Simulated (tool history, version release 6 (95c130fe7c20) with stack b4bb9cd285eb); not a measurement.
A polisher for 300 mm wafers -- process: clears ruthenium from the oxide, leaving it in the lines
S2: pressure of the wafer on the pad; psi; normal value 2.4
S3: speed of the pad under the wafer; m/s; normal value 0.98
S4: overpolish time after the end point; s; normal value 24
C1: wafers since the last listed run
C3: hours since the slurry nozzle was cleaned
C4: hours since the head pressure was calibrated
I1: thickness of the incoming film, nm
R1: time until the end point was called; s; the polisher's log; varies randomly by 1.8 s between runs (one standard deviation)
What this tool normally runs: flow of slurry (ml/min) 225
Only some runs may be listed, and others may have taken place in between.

{"run": 1, "hour": 0.0, "flow of slurry (ml/min)": 160, "S2": 2.4, "S3": 0.98, "S4": 24, "C1": 0, "wafers polished on this pad": 412, "C3": 55.0, "C4": 227.1, "I1": 98.6, "R1": 89.1}
{"run": 2, "hour": 89.6, "flow of slurry (ml/min)": 160, "S2": 2.4, "S3": 0.98, "S4": 24, "C1": 1046, "wafers polished on this pad": 1459, "C3": 144.6, "C4": 316.7, "I1": 100.0, "R1": 88.0}
{"hour": 255.6, "done": "head pressure recalibrated"}
{"run": 3, "hour": 284.8, "flow of slurry (ml/min)": 160, "S2": 2.4, "S3": 0.98, "S4": 24, "C1": 2255, "wafers polished on this pad": 3714, "C3": 339.8, "C4": 29.2, "I1": 100.0, "R1": 93.7}
{"run": 4, "hour": 370.4, "flow of slurry (ml/min)": 225, "S2": 2.4, "S3": 0.98, "S4": 24, "C1": 999, "wafers polished on this pad": 4714, "C3": 425.4, "C4": 114.8, "I1": 99.8, "R1": 91.1}
{"hour": 443.5, "done": "worn pad replaced by a new one"}
{"run": 5, "hour": 448.7, "flow of slurry (ml/min)": 225, "S2": 2.4, "S3": 0.98, "S4": 24, "C1": 867, "wafers polished on this pad": 60, "C3": 503.7, "C4": 193.1, "I1": 100.6, "R1": 88.7}
{"hour": 458.6, "done": "slurry nozzle cleaned"}
{"run": 6, "hour": 531.2, "flow of slurry (ml/min)": 225, "S2": 2.4, "S3": 0.98, "S4": 24, "C1": 951, "wafers polished on this pad": 1011, "C3": 72.6, "C4": 275.6, "I1": 99.4, "R1": 85.4}
{"run": 7, "hour": 574.3, "flow of slurry (ml/min)": 225, "S2": 2.4, "S3": 0.98, "S4": 24, "C1": 503, "wafers polished on this pad": 1515, "C3": 115.7, "C4": 318.7, "I1": 100.2, "R1": 85.9}
{"run": 8, "hour": 634.0, "flow of slurry (ml/min)": 225, "S2": 2.4, "S3": 0.98, "S4": 24, "C1": 697, "wafers polished on this pad": 2212, "C3": 175.4, "C4": 378.4, "I1": 98.4, "R1": 84.5}
{"hour": 761.4, "done": "head pressure recalibrated"}
{"run": 9, "hour": 824.3, "flow of slurry (ml/min)": 225, "S2": 1.8, "S3": 0.98, "S4": 24, "C1": 2198, "wafers polished on this pad": 4410, "C3": 365.7, "C4": 62.9, "I1": 99.9, "R1": 124.1}
{"run": 10, "hour": 890.0, "flow of slurry (ml/min)": 225, "S2": 2.4, "S3": 0.98, "S4": 24, "C1": 767, "wafers polished on this pad": 5177, "C3": 431.4, "C4": 128.6, "I1": 100.3, "R1": 92.0}
{"run": 11, "hour": 961.7, "flow of slurry (ml/min)": 225, "S2": 2.4, "S3": 0.98, "S4": 24, "C1": 837, "wafers polished on this pad": 6014, "C3": 503.1, "C4": 200.3, "I1": 99.5, "R1": 87.5}
{"hour": 1028.0, "done": "worn pad replaced by a new one"}
{"hour": 1060.0, "done": "slurry nozzle cleaned"}
{"run": 12, "hour": 1134.3, "flow of slurry (ml/min)": 225, "S2": 2.4, "S3": 0.98, "S4": 24, "C1": 1956, "wafers polished on this pad": 1228, "C3": 74.3, "C4": 372.9, "I1": 100.4, "R1": 86.4}
{"run": 13, "hour": 1189.5, "flow of slurry (ml/min)": 225, "S2": 2.4, "S3": 0.98, "S4": 24, "C1": 644, "wafers polished on this pad": 1873, "C3": 129.5, "C4": 428.1, "I1": 99.3, "R1": 83.0}
{"run": 14, "hour": 1278.7, "flow of slurry (ml/min)": 225, "S2": 2.4, "S3": 0.98, "S4": 29, "C1": 1041, "wafers polished on this pad": 2914, "C3": 218.7, "C4": 517.3, "I1": 100.2, "R1": 82.2}
{"run": 15, "hour": 1319.9, "flow of slurry (ml/min)": 225, "S2": 2.0, "S3": 0.98, "S4": 24, "C1": 481, "wafers polished on this pad": 3396, "C3": 259.9, "C4": 558.5, "I1": 99.0, "R1": 102.1}
{"hour": 1326.8, "done": "head pressure recalibrated"}
{"run": 16, "hour": 1388.5, "flow of slurry (ml/min)": 285, "S2": 2.4, "S3": 0.72, "S4": 16, "C1": 777, "wafers polished on this pad": 4173, "C3": 328.5, "C4": 61.7, "I1": 99.2, "R1": 110.6}
{"run": 17, "hour": 1450.0, "flow of slurry (ml/min)": 225, "S2": 2.8, "S3": 0.98, "S4": 31, "C1": 718, "wafers polished on this pad": 4891, "C3": 390.0, "C4": 123.2, "I1": 98.9, "R1": 77.8}
{"run": 18, "hour": 1493.9, "flow of slurry (ml/min)": 225, "S2": 2.1, "S3": 0.8, "S4": 19, "C1": 512, "wafers polished on this pad": 5404, "C3": 433.9, "C4": 167.1, "I1": 100.8, "R1": 116.5}
{"hour": 1571.5, "done": "worn pad replaced by a new one"}
{"run": 19, "hour": 1575.3, "flow of slurry (ml/min)": 225, "S2": 2.2, "S3": 0.98, "S4": 20, "C1": 903, "wafers polished on this pad": 44, "C3": 515.3, "C4": 248.5, "I1": 98.6, "R1": 92.2}
{"hour": 1615.8, "done": "slurry nozzle cleaned"}
{"run": 20, "hour": 1674.6, "flow of slurry (ml/min)": 285, "S2": 2.4, "S3": 0.72, "S4": 16, "C1": 1147, "wafers polished on this pad": 1192, "C3": 58.8, "C4": 347.8, "I1": 99.3, "R1": 100.9}
{"run": 21, "hour": 1745.7, "flow of slurry (ml/min)": 225, "S2": 2.4, "S3": 0.98, "S4": 24, "C1": 830, "wafers polished on this pad": 2022, "C3": 129.9, "C4": 418.9, "I1": 101.4, "R1": 88.4}
{"run": 22, "hour": 1796.8, "flow of slurry (ml/min)": 145, "S2": 2.4, "S3": 0.98, "S4": 24, "C1": 596, "wafers polished on this pad": 2619, "C3": 181.0, "C4": 470.0, "I1": 98.8, "R1": 88.2}
{"hour": 1813.0, "done": "head pressure recalibrated"}
{"run": 23, "hour": 1860.8, "flow of slurry (ml/min)": 225, "S2": 2.4, "S3": 0.98, "S4": 24, "C1": 723, "wafers polished on this pad": 3343, "C3": 245.0, "C4": 47.8, "I1": 100.2, "R1": 90.8}
{"run": 24, "hour": 1941.8, "flow of slurry (ml/min)": 225, "S2": 2.4, "S3": 0.98, "S4": 24, "C1": 945, "wafers polished on this pad": 4288, "C3": 326.0, "C4": 128.8, "I1": 101.0, "R1": 90.0}
{"run": 25, "hour": 2026.5, "flow of slurry (ml/min)": 260, "S2": 2.4, "S3": 0.98, "S4": 24, "C1": 988, "wafers polished on this pad": 5277, "C3": 410.7, "C4": 213.5, "I1": 100.2, "R1": 87.5}
{"run": 26, "hour": 2120.9, "flow of slurry (ml/min)": 225, "S2": 2.4, "S3": 0.98, "S4": 37, "C1": 1102, "wafers polished on this pad": 6380, "C3": 505.1, "C4": 307.9, "I1": 100.1, "R1": 87.3}
{"hour": 2198.0, "done": "worn pad replaced by a new one"}
{"run": 27, "hour": 2198.5, "flow of slurry (ml/min)": 225, "S2": 2.4, "S3": 0.98, "S4": 24, "C1": 859, "wafers polished on this pad": 6, "C3": 582.7, "C4": 385.5, "I1": 99.6, "R1": 83.8}
{"hour": 2213.5, "done": "slurry nozzle cleaned"}
{"hour": 2334.3, "done": "head pressure recalibrated"}
{"run": 28, "hour": 2511.7, "flow of slurry (ml/min)": 225, "S2": 2.4, "S3": 0.98, "S4": 24, "C1": 3621, "wafers polished on this pad": 3628, "C3": 298.2, "C4": 177.4, "I1": 100.5, "R1": 92.3}
{"run": 29, "hour": 2612.1, "flow of slurry (ml/min)": 280, "S2": 2.4, "S3": 0.98, "S4": 13, "C1": 1172, "wafers polished on this pad": 4800, "C3": 398.6, "C4": 277.8, "I1": 99.7, "R1": 86.1}
{"hour": 2708.9, "done": "worn pad replaced by a new one"}
{"run": 30, "hour": 2713.0, "flow of slurry (ml/min)": 225, "S2": 2.9, "S3": 0.98, "S4": 24, "C1": 1131, "wafers polished on this pad": 48, "C3": 499.5, "C4": 378.7, "I1": 100.0, "R1": 73.2}
{"run": 31, "hour": 2767.1, "flow of slurry (ml/min)": 175, "S2": 2.4, "S3": 0.98, "S4": 24, "C1": 631, "wafers polished on this pad": 679, "C3": 553.6, "C4": 432.8, "I1": 99.9, "R1": 88.8}

Below, some changes in R1 between adjacent runs. For each, the amount present without the hidden state too (settings, incoming material, random variation) and the amount remaining for the hidden state with gauge scatter not shared by both compared results:
Hidden state present: removal rate lost through wear of the pad, %; slurry flow missing at the pad, %; deviation of the head's pressure from its setpoint, %.
Run 2 -> 3: head pressure recalibrated. R1 +5.7 s: hidden state +7.1, all else -1.4.
Run 8 -> 9: S2 2.4 -> 1.8, head pressure recalibrated. R1 +39.6 s: hidden state +4.0, all else +35.6.
Run 15 -> 16: flow of slurry (ml/min) 225 -> 285, S2 2.0 -> 2.4, S3 0.98 -> 0.72, S4 24 -> 16, head pressure recalibrated. R1 +8.5 s: hidden state +6.3, all else +2.2.
Run 16 -> 17: flow of slurry (ml/min) 285 -> 225, S2 2.4 -> 2.8, S3 0.72 -> 0.98, S4 16 -> 31. R1 -32.8 s: hidden state -0.5, all else -32.3.
Run 17 -> 18: S2 2.8 -> 2.1, S3 0.98 -> 0.80, S4 31 -> 19. R1 +38.7 s: hidden state -3.5, all else +42.2.
Run 22 -> 23: flow of slurry (ml/min) 145 -> 225, head pressure recalibrated. R1 +2.6 s: hidden state +6.4, all else -3.8.
